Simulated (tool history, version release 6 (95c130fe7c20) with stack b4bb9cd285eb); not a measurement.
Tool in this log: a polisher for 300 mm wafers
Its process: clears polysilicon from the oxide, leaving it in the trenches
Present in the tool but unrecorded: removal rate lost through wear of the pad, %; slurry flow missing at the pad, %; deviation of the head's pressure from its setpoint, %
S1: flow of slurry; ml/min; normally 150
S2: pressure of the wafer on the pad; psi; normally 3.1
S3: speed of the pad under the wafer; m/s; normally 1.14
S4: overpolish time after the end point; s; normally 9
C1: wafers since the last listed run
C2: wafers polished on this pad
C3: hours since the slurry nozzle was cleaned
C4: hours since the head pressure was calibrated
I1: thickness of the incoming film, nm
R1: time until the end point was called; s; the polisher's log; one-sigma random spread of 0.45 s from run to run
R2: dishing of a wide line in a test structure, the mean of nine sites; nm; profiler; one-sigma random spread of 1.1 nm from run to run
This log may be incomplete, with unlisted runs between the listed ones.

{"run": 1, "hour": 0.0, "S1": 120, "S2": 3.1, "S3": 1.14, "S4": 9, "C1": 0, "C2": 1956, "C3": 236.6, "C4": 216.8, "I1": 620.3, "R1": 32.3, "R2": 68.5}
{"run": 2, "hour": 84.8, "S1": 120, "S2": 3.1, "S3": 1.14, "S4": 9, "C1": 922, "C2": 2879, "C3": 321.4, "C4": 301.6, "I1": 610.9, "R1": 32.3, "R2": 68.4}
{"run": 3, "hour": 166.0, "S1": 115, "S2": 3.1, "S3": 1.14, "S4": 6, "C1": 883, "C2": 3763, "C3": 402.6, "C4": 382.8, "I1": 610, "R1": 32.4, "R2": 57.7}
{"hour": 223.9, "done": "worn pad replaced by a new one"}
{"run": 4, "hour": 261.7, "S1": 115, "S2": 3.1, "S3": 1.14, "S4": 6, "C1": 998, "C2": 411, "C3": 498.3, "C4": 478.5, "I1": 617.2, "R1": 32.3, "R2": 60.2}
{"run": 5, "hour": 327.8, "S1": 115, "S2": 3.1, "S3": 1.14, "S4": 6, "C1": 719, "C2": 1130, "C3": 564.4, "C4": 544.6, "I1": 631.2, "R1": 33.4, "R2": 59.5}
{"run": 6, "hour": 378.8, "S1": 150, "S2": 3.1, "S3": 1.14, "S4": 9, "C1": 555, "C2": 1685, "C3": 615.4, "C4": 595.6, "I1": 616.5, "R1": 30.7, "R2": 69.9}
{"hour": 433.1, "done": "slurry nozzle cleaned"}
{"run": 7, "hour": 472.1, "S1": 150, "S2": 3.1, "S3": 1.14, "S4": 9, "C1": 1004, "C2": 2690, "C3": 39, "C4": 688.9, "I1": 611, "R1": 31.5, "R2": 68.5}
{"run": 8, "hour": 513.9, "S1": 150, "S2": 3.1, "S3": 1.14, "S4": 9, "C1": 454, "C2": 3145, "C3": 80.8, "C4": 730.7, "I1": 626.8, "R1": 30.8, "R2": 69.2}
{"hour": 649.6, "done": "worn pad replaced by a new one"}
{"run": 9, "hour": 730.3, "S1": 150, "S2": 3.1, "S3": 1.14, "S4": 9, "C1": 2311, "C2": 878, "C3": 297.2, "C4": 947.1, "I1": 613.4, "R1": 31.1, "R2": 68.8}
{"run": 10, "hour": 772.2, "S1": 150, "S2": 3.1, "S3": 1.14, "S4": 9, "C1": 456, "C2": 1334, "C3": 339.1, "C4": 989, "I1": 613.1, "R1": 31.8, "R2": 67.1}
{"run": 11, "hour": 840.2, "S1": 150, "S2": 3.1, "S3": 1.14, "S4": 9, "C1": 740, "C2": 2074, "C3": 407.1, "C4": 1057, "I1": 616, "R1": 31.4, "R2": 68}
{"run": 12, "hour": 943.3, "S1": 150, "S2": 3.1, "S3": 1.14, "S4": 9, "C1": 1122, "C2": 3197, "C3": 510.2, "C4": 1160.1, "I1": 612.8, "R1": 30.5, "R2": 70.9}
{"hour": 1053.5, "done": "head pressure recalibrated"}
{"hour": 1163.3, "done": "slurry nozzle cleaned"}
{"hour": 1178.2, "done": "worn pad replaced by a new one"}
{"run": 13, "hour": 1240.8, "S1": 150, "S2": 3.1, "S3": 1.14, "S4": 9, "C1": 3161, "C2": 681, "C3": 77.5, "C4": 187.3, "I1": 620.1, "R1": 30.8, "R2": 67.8}
{"run": 14, "hour": 1346.0, "S1": 150, "S2": 3.1, "S3": 1.14, "S4": 9, "C1": 1145, "C2": 1826, "C3": 182.7, "C4": 292.5, "I1": 628.2, "R1": 32.8, "R2": 69.1}
{"run": 15, "hour": 1417.4, "S1": 150, "S2": 3.1, "S3": 1.14, "S4": 6, "C1": 777, "C2": 2603, "C3": 254.1, "C4": 363.9, "I1": 622, "R1": 32, "R2": 60.1}
{"run": 16, "hour": 1515.6, "S1": 170, "S2": 3.1, "S3": 1.5, "S4": 4, "C1": 1068, "C2": 3672, "C3": 352.3, "C4": 462.1, "I1": 618.3, "R1": 23.5, "R2": 56.6}
{"run": 17, "hour": 1552.0, "S1": 175, "S2": 4.1, "S3": 0.76, "S4": 7, "C1": 396, "C2": 4068, "C3": 388.7, "C4": 498.5, "I1": 619.1, "R1": 35.7, "R2": 59.8}
{"hour": 1621.7, "done": "worn pad replaced by a new one"}
{"run": 18, "hour": 1634.0, "S1": 195, "S2": 3.5, "S3": 1.44, "S4": 7, "C1": 848, "C2": 134, "C3": 470.7, "C4": 580.5, "I1": 616.8, "R1": 22, "R2": 69.9}
{"run": 19, "hour": 1706.9, "S1": 175, "S2": 3.1, "S3": 1.14, "S4": 13, "C1": 793, "C2": 927, "C3": 543.6, "C4": 653.4, "I1": 613.9, "R1": 31.6, "R2": 74.6}
{"run": 20, "hour": 1776.5, "S1": 150, "S2": 3.1, "S3": 1.44, "S4": 14, "C1": 757, "C2": 1685, "C3": 613.2, "C4": 723, "I1": 622.3, "R1": 25, "R2": 74.3}
{"run": 21, "hour": 1836.0, "S1": 150, "S2": 3.1, "S3": 1.14, "S4": 9, "C1": 647, "C2": 2332, "C3": 672.7, "C4": 782.5, "I1": 610.4, "R1": 30.5, "R2": 68.5}
{"run": 22, "hour": 1879.8, "S1": 195, "S2": 3.5, "S3": 1.44, "S4": 7, "C1": 476, "C2": 2809, "C3": 716.5, "C4": 826.3, "I1": 615.4, "R1": 22.6, "R2": 69.5}
{"hour": 1881.5, "done": "slurry nozzle cleaned"}
{"run": 23, "hour": 1970.0, "S1": 110, "S2": 3.1, "S3": 1.14, "S4": 9, "C1": 970, "C2": 3780, "C3": 88.5, "C4": 916.5, "I1": 621.4, "R1": 32, "R2": 69.5}
{"run": 24, "hour": 2064.8, "S1": 180, "S2": 3.1, "S3": 1.14, "S4": 13, "C1": 1031, "C2": 4812, "C3": 183.3, "C4": 1011.3, "I1": 623.6, "R1": 30.8, "R2": 71.4}
{"hour": 2089.8, "done": "worn pad replaced by a new one"}
{"run": 25, "hour": 2114.7, "S1": 190, "S2": 4, "S3": 1.14, "S4": 10, "C1": 499, "C2": 270, "C3": 233.2, "C4": 1061.2, "I1": 612.8, "R1": 25.2, "R2": 72.8}
{"run": 26, "hour": 2190.5, "S1": 150, "S2": 3.1, "S3": 1.14, "S4": 9, "C1": 825, "C2": 1095, "C3": 309, "C4": 1137, "I1": 615.8, "R1": 31.2, "R2": 69.8}
{"run": 27, "hour": 2274.5, "S1": 190, "S2": 3.1, "S3": 1.14, "S4": 9, "C1": 914, "C2": 2009, "C3": 393, "C4": 1221, "I1": 609.6, "R1": 29.6, "R2": 71.1}
{"hour": 2279.3, "done": "head pressure recalibrated"}
{"run": 28, "hour": 2312.6, "S1": 110, "S2": 3.8, "S3": 1.14, "S4": 9, "C1": 392, "C2": 2402, "C3": 431.1, "C4": 33.3, "I1": 627.2, "R1": 28.5, "R2": 71.3}
{"run": 29, "hour": 2351.0, "S1": 110, "S2": 2.3, "S3": 0.82, "S4": 9, "C1": 417, "C2": 2820, "C3": 469.5, "C4": 71.7, "I1": 625.9, "R1": 56.1, "R2": 57.6}

Give the tool's hidden conditions for every run:
removal rate lost through wear of the pad, %: 0 on each run
slurry flow missing at the pad, %: 0 on each run
deviation of the head's pressure from its setpoint, %: 0 on each run
